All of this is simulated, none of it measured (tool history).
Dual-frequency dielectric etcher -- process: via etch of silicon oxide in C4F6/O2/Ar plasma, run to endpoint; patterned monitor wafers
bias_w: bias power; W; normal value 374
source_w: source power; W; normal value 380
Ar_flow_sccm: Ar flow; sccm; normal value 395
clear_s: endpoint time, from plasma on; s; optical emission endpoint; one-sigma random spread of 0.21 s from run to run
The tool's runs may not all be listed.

run,hour,bias_w,source_w,Ar_flow_sccm,"incoming incoming film thickness, nm",clear_s
1,0.0,374,380,395,100.0,27.0
2,96.7,374,380,395,99.8,27.3
3,178.5,374,380,395,99.9,27.1
4,269.3,374,330,395,99.4,29.5
5,312.7,374,380,395,100.0,27.8
6,375.1,374,380,395,99.6,27.7
# hour 413.1: upper electrode replaced
# hour 477.3: wet clean of the chamber
7,477.8,349,380,395,99.2,27.1
8,555.5,307,320,395,99.3,32.4
# hour 618.6: bias power generator calibrated
# hour 641.9: source power generator calibrated
9,657.4,403,380,335,100.7,26.2
# hour 674.3: Ar flow controller replaced
10,756.0,456,410,451,99.9,24.5
11,798.7,374,380,474,100.1,28.8
# hour 895.9: wet clean of the chamber
12,994.0,350,300,395,99.1,31.6
13,1047.6,374,380,395,99.9,26.6
14,1144.2,374,380,395,98.9,27.0
15,1197.0,374,380,466,99.6,27.7
16,1243.5,404,380,450,99.7,26.4

Branching from run 16: 3 alternative next runs. What would each branch give?
A,1243.9,374,380,482,99.5,?
B,1243.9,374,350,395,99.5,?
C,1243.9,449,320,493,99.5,?

run,clear_s
A,27.8
B,28.6
C,28.7
The same runs, with their run-to-run variation unchanged, on a tool lacking any hidden condition would have given:
run,clear_s
A,27.1
B,27.9
C,28.0
